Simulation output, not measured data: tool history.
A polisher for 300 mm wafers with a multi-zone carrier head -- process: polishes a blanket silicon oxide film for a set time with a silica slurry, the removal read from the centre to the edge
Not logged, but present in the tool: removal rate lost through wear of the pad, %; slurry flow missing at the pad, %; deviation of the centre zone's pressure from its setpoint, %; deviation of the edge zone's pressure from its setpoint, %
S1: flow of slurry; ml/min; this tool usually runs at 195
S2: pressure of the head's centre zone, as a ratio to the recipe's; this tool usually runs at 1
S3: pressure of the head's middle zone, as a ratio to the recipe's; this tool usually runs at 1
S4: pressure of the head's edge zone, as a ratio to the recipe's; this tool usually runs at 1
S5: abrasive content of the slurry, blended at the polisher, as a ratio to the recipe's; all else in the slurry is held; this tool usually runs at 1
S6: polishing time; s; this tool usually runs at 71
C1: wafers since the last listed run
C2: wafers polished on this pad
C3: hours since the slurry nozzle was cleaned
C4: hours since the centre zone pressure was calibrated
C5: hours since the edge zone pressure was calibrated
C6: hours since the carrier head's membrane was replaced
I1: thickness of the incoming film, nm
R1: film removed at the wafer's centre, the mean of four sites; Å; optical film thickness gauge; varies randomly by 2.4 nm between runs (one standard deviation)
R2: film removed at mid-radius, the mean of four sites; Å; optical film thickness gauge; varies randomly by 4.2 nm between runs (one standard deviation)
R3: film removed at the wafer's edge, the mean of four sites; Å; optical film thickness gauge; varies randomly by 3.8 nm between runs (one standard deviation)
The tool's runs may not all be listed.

run 1 day=0 | S1=170 S2=1 S3=1 S4=1 S5=1 S6=71 | C1=0 C2=1492 C3=48.2 C4=327.4 C5=1099 C6=442.2 | I1=1018.1 | R1=2696 R2=2749 R3=2656
run 2 day=1.625 | S1=250 S2=1 S3=0.95 S4=1 S5=1 S6=71 | C1=216 C2=1708 C3=87.2 C4=366.4 C5=1138 C6=481.2 | I1=1032.4 | R1=2813 R2=2739 R3=2725
-- day=2.242 worn pad replaced by a new one
run 3 day=3.458 | S1=250 S2=1 S3=0.95 S4=1 S5=1 S6=71 | C1=221 C2=161 C3=131.2 C4=410.4 C5=1182 C6=525.2 | I1=1001.2 | R1=3087 R2=2959 R3=2901
run 4 day=5.512 | S1=250 S2=1 S3=0.95 S4=1 S5=1 S6=71 | C1=273 C2=434 C3=180.5 C4=459.7 C5=1231.3 C6=574.5 | I1=1021.9 | R1=3015 R2=2865 R3=2987
run 5 day=8.012 | S1=195 S2=1 S3=1 S4=1 S5=1 S6=71 | C1=332 C2=767 C3=240.5 C4=519.7 C5=1291.3 C6=634.5 | I1=1005 | R1=2904 R2=2885 R3=2840
run 6 day=9.754 | S1=250 S2=1 S3=0.95 S4=1 S5=1 S6=71 | C1=231 C2=999 C3=282.3 C4=561.5 C5=1333.1 C6=676.3 | I1=1030.6 | R1=2899 R2=2795 R3=2894
-- day=10.412 edge zone pressure recalibrated
run 7 day=11.092 | S1=195 S2=1 S3=1 S4=1 S5=1 S6=71 | C1=166 C2=1166 C3=314.4 C4=593.6 C5=16.3 C6=708.4 | I1=1039 | R1=2802 R2=2839 R3=2729
run 8 day=12.571 | S1=230 S2=1 S3=1 S4=1 S5=0.8 S6=71 | C1=196 C2=1363 C3=349.9 C4=629.1 C5=51.8 C6=743.9 | I1=1022.5 | R1=2397 R2=2407 R3=2411
run 9 day=13.642 | S1=195 S2=1 S3=1 S4=0.9 S5=1 S6=71 | C1=142 C2=1505 C3=375.6 C4=654.8 C5=77.5 C6=769.6 | I1=1033.6 | R1=2685 R2=2710 R3=2556
-- day=14.012 worn pad replaced by a new one
run 10 day=19.529 | S1=195 S2=1 S3=1 S4=1 S5=1 S6=71 | C1=761 C2=734 C3=516.9 C4=796.1 C5=218.8 C6=910.9 | I1=1006.1 | R1=2757 R2=2764 R3=2774
run 11 day=20.917 | S1=140 S2=1.05 S3=1 S4=0.91 S5=1 S6=71 | C1=184 C2=918 C3=550.2 C4=829.4 C5=252.1 C6=944.2 | I1=1006.8 | R1=2641 R2=2621 R3=2572
run 12 day=22.025 | S1=195 S2=0.94 S3=1.03 S4=1 S5=1 S6=71 | C1=147 C2=1066 C3=576.8 C4=856 C5=278.7 C6=970.8 | I1=1030.3 | R1=2504 R2=2725 R3=2703
-- day=22.592 carrier head's membrane replaced by a new one
-- day=23.925 slurry nozzle cleaned
run 13 day=24.458 | S1=195 S2=1 S3=1 S4=1 S5=1 S6=49 | C1=290 C2=1356 C3=12.8 C4=914.4 C5=337.1 C6=44.8 | I1=1016.1 | R1=1933 R2=1955 R3=1864
-- day=24.733 centre zone pressure recalibrated
-- day=25.4 worn pad replaced by a new one
run 14 day=27.458 | S1=220 S2=1 S3=1 S4=1 S5=1 S6=71 | C1=365 C2=273 C3=84.8 C4=65.4 C5=409.1 C6=116.8 | I1=1039.7 | R1=3028 R2=2994 R3=2999
run 15 day=29.733 | S1=265 S2=1 S3=1 S4=1 S5=1 S6=88 | C1=302 C2=576 C3=139.4 C4=120 C5=463.7 C6=171.4 | I1=1020.6 | R1=3815 R2=3803 R3=3662
run 16 day=30.767 | S1=195 S2=1 S3=1 S4=1.07 S5=0.8 S6=86 | C1=137 C2=714 C3=164.2 C4=144.8 C5=488.5 C6=196.2 | I1=1028.4 | R1=3024 R2=2984 R3=3043
run 17 day=31.958 | S1=195 S2=1 S3=1 S4=1 S5=1 S6=71 | C1=158 C2=872 C3=192.8 C4=173.4 C5=517.1 C6=224.8 | I1=1026.4 | R1=2910 R2=2919 R3=2884
run 18 day=34.721 | S1=195 S2=1 S3=1 S4=1 S5=1 S6=71 | C1=367 C2=1240 C3=259.1 C4=239.7 C5=583.4 C6=291.1 | I1=1029.7 | R1=2832 R2=2806 R3=2764
-- day=36.646 worn pad replaced by a new one
run 19 day=37.354 | S1=195 S2=1 S3=1 S4=1.07 S5=0.8 S6=86 | C1=328 C2=94 C3=322.3 C4=302.9 C5=646.6 C6=354.3 | I1=1012.5 | R1=3063 R2=3005 R3=3046
run 20 day=38.429 | S1=195 S2=0.93 S3=0.94 S4=1 S5=1 S6=77 | C1=143 C2=237 C3=348.1 C4=328.7 C5=672.4 C6=380.1 | I1=1027.4 | R1=2977 R2=2974 R3=3134

5 options for the next run, each taken on its own from the tool as it stands now. Forecast them:
run A day=38.446 | S1=130 S2=1 S3=1 S4=1 S5=1 S6=71 | C1=2 C2=239 C3=348.5 C4=329.1 C5=672.8 C6=380.5 | I1=1036.7 | R1=? R2=? R3=?
run B day=38.446 | S1=165 S2=1 S3=0.93 S4=1 S5=0.85 S6=71 | C1=2 C2=239 C3=348.5 C4=329.1 C5=672.8 C6=380.5 | I1=1036.7 | R1=? R2=? R3=?
run C day=38.446 | S1=195 S2=1 S3=1 S4=1 S5=1.25 S6=71 | C1=2 C2=239 C3=348.5 C4=329.1 C5=672.8 C6=380.5 | I1=1036.7 | R1=? R2=? R3=?
run D day=38.446 | S1=195 S2=0.89 S3=1.06 S4=1 S5=1 S6=77 | C1=2 C2=239 C3=348.5 C4=329.1 C5=672.8 C6=380.5 | I1=1036.7 | R1=? R2=? R3=?
run E day=38.446 | S1=195 S2=1 S3=1 S4=0.95 S5=1 S6=71 | C1=2 C2=239 C3=348.5 C4=329.1 C5=672.8 C6=380.5 | I1=1036.7 | R1=? R2=? R3=?

run=A R1=2749 R2=2782 R3=2771
run=B R1=2548 R2=2439 R3=2533
run=C R1=3327 R2=3342 R3=3275
run=D R1=2829 R2=3334 R3=3129
run=E R1=2933 R2=2946 R3=2822
With no hidden state in the tool, these same runs would have given:
run=A R1=2856 R2=2878 R3=2842
run=B R1=2633 R2=2512 R3=2591
run=C R1=3427 R2=3432 R3=3343
run=D R1=2914 R2=3424 R3=3194
run=E R1=3021 R2=3026 R3=2881

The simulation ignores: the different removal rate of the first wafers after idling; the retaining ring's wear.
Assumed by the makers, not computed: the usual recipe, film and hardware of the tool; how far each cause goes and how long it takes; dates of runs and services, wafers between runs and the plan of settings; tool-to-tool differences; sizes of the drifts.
